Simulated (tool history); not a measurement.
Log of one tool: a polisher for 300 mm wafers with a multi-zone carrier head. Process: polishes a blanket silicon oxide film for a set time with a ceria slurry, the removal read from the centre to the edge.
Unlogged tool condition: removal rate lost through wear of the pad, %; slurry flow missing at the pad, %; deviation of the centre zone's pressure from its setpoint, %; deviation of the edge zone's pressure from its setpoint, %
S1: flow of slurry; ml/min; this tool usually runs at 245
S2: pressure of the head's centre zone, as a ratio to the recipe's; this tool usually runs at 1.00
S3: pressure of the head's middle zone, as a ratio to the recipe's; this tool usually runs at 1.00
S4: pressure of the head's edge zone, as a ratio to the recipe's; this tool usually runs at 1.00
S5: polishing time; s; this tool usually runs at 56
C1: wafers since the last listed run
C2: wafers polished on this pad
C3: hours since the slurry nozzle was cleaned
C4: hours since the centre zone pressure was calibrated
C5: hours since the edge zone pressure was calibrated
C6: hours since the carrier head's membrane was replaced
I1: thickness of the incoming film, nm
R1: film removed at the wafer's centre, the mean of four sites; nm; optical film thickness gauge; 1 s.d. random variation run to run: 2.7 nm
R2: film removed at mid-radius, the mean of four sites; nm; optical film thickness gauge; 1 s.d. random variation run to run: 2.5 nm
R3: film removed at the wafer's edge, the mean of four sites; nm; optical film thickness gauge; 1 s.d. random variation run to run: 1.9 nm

{"run": 1, "hour": 0.0, "S1": 245, "S2": 1.0, "S3": 1.0, "S4": 1.0, "S5": 56, "C1": 0, "C2": 3085, "C3": 300.5, "C4": 106.0, "C5": 232.3, "C6": 867.4, "I1": 1864.6, "R1": 269.9, "R2": 259.8, "R3": 270.3}
{"run": 2, "hour": 52.7, "S1": 245, "S2": 1.0, "S3": 1.0, "S4": 1.0, "S5": 56, "C1": 393, "C2": 3479, "C3": 353.2, "C4": 158.7, "C5": 285.0, "C6": 920.1, "I1": 1856.0, "R1": 273.9, "R2": 260.5, "R3": 265.8}
{"hour": 56.9, "done": "worn pad replaced by a new one"}
{"run": 3, "hour": 103.8, "S1": 245, "S2": 1.0, "S3": 1.0, "S4": 1.0, "S5": 56, "C1": 351, "C2": 350, "C3": 404.3, "C4": 209.8, "C5": 336.1, "C6": 971.2, "I1": 1846.1, "R1": 270.5, "R2": 256.8, "R3": 271.6}
{"hour": 114.2, "done": "slurry nozzle cleaned"}
{"run": 4, "hour": 157.2, "S1": 245, "S2": 1.0, "S3": 1.04, "S4": 1.0, "S5": 43, "C1": 391, "C2": 741, "C3": 43.0, "C4": 263.2, "C5": 389.5, "C6": 1024.6, "I1": 1843.5, "R1": 207.6, "R2": 202.3, "R3": 205.3}
{"run": 5, "hour": 190.1, "S1": 245, "S2": 1.0, "S3": 1.0, "S4": 0.9, "S5": 74, "C1": 245, "C2": 987, "C3": 75.9, "C4": 296.1, "C5": 422.4, "C6": 1057.5, "I1": 1826.4, "R1": 358.4, "R2": 338.7, "R3": 337.7}
{"run": 6, "hour": 215.2, "S1": 245, "S2": 1.0, "S3": 1.0, "S4": 1.0, "S5": 56, "C1": 187, "C2": 1175, "C3": 101.0, "C4": 321.2, "C5": 447.5, "C6": 1082.6, "I1": 1820.6, "R1": 274.2, "R2": 256.5, "R3": 274.0}
{"run": 7, "hour": 356.9, "S1": 190, "S2": 1.0, "S3": 1.12, "S4": 1.0, "S5": 56, "C1": 1058, "C2": 2233, "C3": 242.7, "C4": 462.9, "C5": 589.2, "C6": 1224.3, "I1": 1851.2, "R1": 266.9, "R2": 267.8, "R3": 265.9}
{"run": 8, "hour": 386.7, "S1": 245, "S2": 1.03, "S3": 1.0, "S4": 1.0, "S5": 39, "C1": 222, "C2": 2456, "C3": 272.5, "C4": 492.7, "C5": 619.0, "C6": 1254.1, "I1": 1836.4, "R1": 200.8, "R2": 181.5, "R3": 188.1}
{"run": 9, "hour": 438.8, "S1": 320, "S2": 1.0, "S3": 1.0, "S4": 1.0, "S5": 38, "C1": 389, "C2": 2845, "C3": 324.6, "C4": 544.8, "C5": 671.1, "C6": 1306.2, "I1": 1841.3, "R1": 195.3, "R2": 178.1, "R3": 187.2}
{"hour": 444.1, "done": "carrier head's membrane replaced by a new one"}
{"hour": 475.3, "done": "worn pad replaced by a new one"}
{"run": 10, "hour": 500.7, "S1": 245, "S2": 1.0, "S3": 1.0, "S4": 1.0, "S5": 56, "C1": 395, "C2": 189, "C3": 386.5, "C4": 606.7, "C5": 733.0, "C6": 56.6, "I1": 1840.8, "R1": 282.6, "R2": 257.2, "R3": 271.6}
{"hour": 521.3, "done": "slurry nozzle cleaned"}
{"run": 11, "hour": 560.7, "S1": 310, "S2": 1.0, "S3": 0.91, "S4": 0.94, "S5": 62, "C1": 440, "C2": 630, "C3": 39.4, "C4": 666.7, "C5": 793.0, "C6": 116.6, "I1": 1868.1, "R1": 323.9, "R2": 274.1, "R3": 294.7}
{"run": 12, "hour": 609.7, "S1": 310, "S2": 1.0, "S3": 0.96, "S4": 1.0, "S5": 56, "C1": 366, "C2": 996, "C3": 88.4, "C4": 715.7, "C5": 842.0, "C6": 165.6, "I1": 1878.7, "R1": 297.4, "R2": 263.2, "R3": 276.6}
{"hour": 646.6, "done": "centre zone pressure recalibrated"}
{"run": 13, "hour": 651.5, "S1": 245, "S2": 1.0, "S3": 1.0, "S4": 1.0, "S5": 56, "C1": 297, "C2": 1293, "C3": 130.2, "C4": 4.9, "C5": 883.8, "C6": 207.4, "I1": 1861.4, "R1": 262.0, "R2": 255.6, "R3": 268.5}
{"run": 14, "hour": 691.2, "S1": 245, "S2": 0.95, "S3": 1.1, "S4": 1.0, "S5": 56, "C1": 296, "C2": 1590, "C3": 169.9, "C4": 44.6, "C5": 923.5, "C6": 247.1, "I1": 1817.1, "R1": 253.3, "R2": 277.7, "R3": 268.8}
{"run": 15, "hour": 740.4, "S1": 245, "S2": 1.0, "S3": 1.0, "S4": 1.0, "S5": 46, "C1": 367, "C2": 1958, "C3": 219.1, "C4": 93.8, "C5": 972.7, "C6": 296.3, "I1": 1867.4, "R1": 219.9, "R2": 211.9, "R3": 220.2}
{"run": 16, "hour": 772.5, "S1": 245, "S2": 1.0, "S3": 1.0, "S4": 1.0, "S5": 56, "C1": 239, "C2": 2198, "C3": 251.2, "C4": 125.9, "C5": 1004.8, "C6": 328.4, "I1": 1856.8, "R1": 271.9, "R2": 259.0, "R3": 268.9}
{"run": 17, "hour": 799.2, "S1": 245, "S2": 1.0, "S3": 1.0, "S4": 1.0, "S5": 56, "C1": 199, "C2": 2397, "C3": 277.9, "C4": 152.6, "C5": 1031.5, "C6": 355.1, "I1": 1825.6, "R1": 273.4, "R2": 263.1, "R3": 268.3}
{"run": 18, "hour": 827.7, "S1": 275, "S2": 1.07, "S3": 1.0, "S4": 0.97, "S5": 40, "C1": 212, "C2": 2610, "C3": 306.4, "C4": 181.1, "C5": 1060.0, "C6": 383.6, "I1": 1861.8, "R1": 213.7, "R2": 183.8, "R3": 191.5}
{"run": 19, "hour": 892.7, "S1": 190, "S2": 0.92, "S3": 1.04, "S4": 1.05, "S5": 56, "C1": 485, "C2": 3096, "C3": 371.4, "C4": 246.1, "C5": 1125.0, "C6": 448.6, "I1": 1824.9, "R1": 242.4, "R2": 256.2, "R3": 267.4}
{"hour": 906.6, "done": "slurry nozzle cleaned"}
{"hour": 926.2, "done": "worn pad replaced by a new one"}
{"run": 20, "hour": 956.8, "S1": 245, "S2": 1.0, "S3": 1.0, "S4": 1.0, "S5": 56, "C1": 441, "C2": 228, "C3": 50.2, "C4": 310.2, "C5": 1189.1, "C6": 512.7, "I1": 1853.7, "R1": 282.4, "R2": 253.4, "R3": 268.6}
{"run": 21, "hour": 1018.7, "S1": 245, "S2": 1.05, "S3": 0.88, "S4": 1.05, "S5": 63, "C1": 462, "C2": 690, "C3": 112.1, "C4": 372.1, "C5": 1251.0, "C6": 574.6, "I1": 1853.5, "R1": 328.3, "R2": 269.3, "R3": 309.4}
{"run": 22, "hour": 1047.6, "S1": 245, "S2": 1.0, "S3": 1.0, "S4": 1.0, "S5": 56, "C1": 215, "C2": 906, "C3": 141.0, "C4": 401.0, "C5": 1279.9, "C6": 603.5, "I1": 1837.8, "R1": 279.7, "R2": 256.8, "R3": 266.5}
{"hour": 1050.2, "done": "edge zone pressure recalibrated"}
{"run": 23, "hour": 1071.9, "S1": 245, "S2": 1.0, "S3": 0.93, "S4": 1.0, "S5": 56, "C1": 166, "C2": 1073, "C3": 165.3, "C4": 425.3, "C5": 21.7, "C6": 627.8, "I1": 1854.7, "R1": 280.9, "R2": 245.5, "R3": 270.8}

Hidden condition of the tool, last listed run before each entry between runs versus first listed run after:
Between runs 2 and 3: worn pad replaced by a new one (hour 56.9)
  deviation of the centre zone's pressure from its setpoint, %: 1.51 -> 2.2
  measured result minus the result with no hidden state, R1: +4.1 -> +5.9 nm
Between runs 3 and 4: slurry nozzle cleaned (hour 114.2)
  deviation of the centre zone's pressure from its setpoint, %: 2.2 -> 2.93
  measured result minus the result with no hidden state, R1: +5.9 -> +6.0 nm
Between runs 9 and 10: carrier head's membrane replaced by a new one (hour 444.1); worn pad replaced by a new one (hour 475.3)
  deviation of the centre zone's pressure from its setpoint, %: 6.76 -> 7.6
  measured result minus the result with no hidden state, R1: +12.5 -> +20.1 nm
Between runs 10 and 11: slurry nozzle cleaned (hour 521.3)
  deviation of the centre zone's pressure from its setpoint, %: 7.6 -> 8.42
  measured result minus the result with no hidden state, R1: +20.1 -> +25.3 nm
Between runs 12 and 13: centre zone pressure recalibrated (hour 646.6)
  deviation of the centre zone's pressure from its setpoint, %: 9.08 -> 0.91
  measured result minus the result with no hidden state, R1: +25.0 -> +2.4 nm
Between runs 19 and 20: slurry nozzle cleaned (hour 906.6); worn pad replaced by a new one (hour 926.2)
  deviation of the centre zone's pressure from its setpoint, %: 4.19 -> 5.06
  measured result minus the result with no hidden state, R1: +9.9 -> +13.7 nm
Between runs 22 and 23: edge zone pressure recalibrated (hour 1050.2)
  deviation of the centre zone's pressure from its setpoint, %: 6.3 -> 6.63
  measured result minus the result with no hidden state, R1: +16.7 -> +17.6 nm

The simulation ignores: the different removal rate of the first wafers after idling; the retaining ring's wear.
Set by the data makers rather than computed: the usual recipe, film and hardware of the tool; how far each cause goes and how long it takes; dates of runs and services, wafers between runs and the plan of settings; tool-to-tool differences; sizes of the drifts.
